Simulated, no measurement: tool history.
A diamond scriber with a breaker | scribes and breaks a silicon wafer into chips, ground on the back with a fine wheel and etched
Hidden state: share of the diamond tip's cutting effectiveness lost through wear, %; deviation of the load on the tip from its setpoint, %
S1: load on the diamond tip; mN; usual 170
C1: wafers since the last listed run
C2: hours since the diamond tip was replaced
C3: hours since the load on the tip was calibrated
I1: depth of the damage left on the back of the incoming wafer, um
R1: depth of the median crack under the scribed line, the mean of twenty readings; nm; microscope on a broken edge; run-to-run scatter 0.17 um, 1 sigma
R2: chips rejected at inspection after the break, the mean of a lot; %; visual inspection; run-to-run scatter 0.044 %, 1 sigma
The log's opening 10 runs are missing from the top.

run	hour	S1	C1	C2	C3	I1	R1	R2
11	262.8	158	30	348.8	762.8	0.33	9550	4.25
12	285.1	158	46	371.1	785.1	0.66	9430	5.03
13	304.8	158	40	390.8	804.8	0.54	9330	4.17
14	328.6	203	49	414.6	828.6	0.33	11870	0.85
15	364.6	170	74	450.6	864.6	0.58	9650	2.39
16	395.0	170	63	481.0	895.0	0.46	10240	2.18
17	456.1	140	127	542.1	956.1	0.46	8240	11.61
18	490.4	137	71	576.4	990.4	0.43	8260	12.34

Run 19 comes next. What will it give?
19	511.0	218	42	597.0	1011.0	0.68	?	?

Run 19 gave R1 12600 nm, R2 1.56 %.
If the tool had no hidden condition, the same run with the same run-to-run variation would have returned R1 14250 nm, R2 5.61 %.

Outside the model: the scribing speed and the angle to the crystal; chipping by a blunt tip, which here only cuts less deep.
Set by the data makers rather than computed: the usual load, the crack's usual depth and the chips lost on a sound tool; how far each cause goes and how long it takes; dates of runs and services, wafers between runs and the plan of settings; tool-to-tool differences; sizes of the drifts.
